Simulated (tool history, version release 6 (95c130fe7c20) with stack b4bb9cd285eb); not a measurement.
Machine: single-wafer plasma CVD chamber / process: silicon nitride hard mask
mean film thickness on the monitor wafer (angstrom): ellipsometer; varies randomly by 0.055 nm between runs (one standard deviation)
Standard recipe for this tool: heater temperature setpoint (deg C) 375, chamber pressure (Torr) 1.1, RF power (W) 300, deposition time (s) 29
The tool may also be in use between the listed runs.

| run | hour | heater temperature setpoint (deg C) | chamber pressure (Torr) | RF power (W) | deposition time (s) | read-back reference wafer on the same gauge, thickness_nm | mean film thickness on the monitor wafer (angstrom) |
|---|---|---|---|---|---|---|---|
| 1 | 0 | 375 | 1.1 | 270 | 29 | 25.706 | 280.92 |
| 2 | 35.3 | 375 | 1.1 | 300 | 29 | 25.692 | 299.14 |
| 3 | 68.3 | 375 | 1.1 | 300 | 29 | 25.694 | 298.56 |
| 4 | 83.2 | 375 | 1.1 | 300 | 29 | 25.711 | 298.39 |
| 5 | 96.7 | 375 | 1.1 | 300 | 29 | 25.702 | 298.78 |
|  | 118.7 | RF generator calibrated |
| 6 | 119.6 | 375 | 1.1 | 300 | 29 | 25.693 | 316.95 |
|  | 155.9 | capacitance manometer re-zeroed and calibrated |
| 7 | 156.4 | 375 | 1.1 | 300 | 29 | 25.706 | 316.39 |

The next listed run, before its measurement:
| 8 | 168 | 375 | 1.1 | 300 | 29 | ? | ? |

Run 8 yielded read-back reference wafer on the same gauge, thickness_nm 25.686, mean film thickness on the monitor wafer (angstrom) 316.47.
If the tool had no hidden condition, the same run with the same run-to-run variation would have returned mean film thickness on the monitor wafer (angstrom) 316.62.
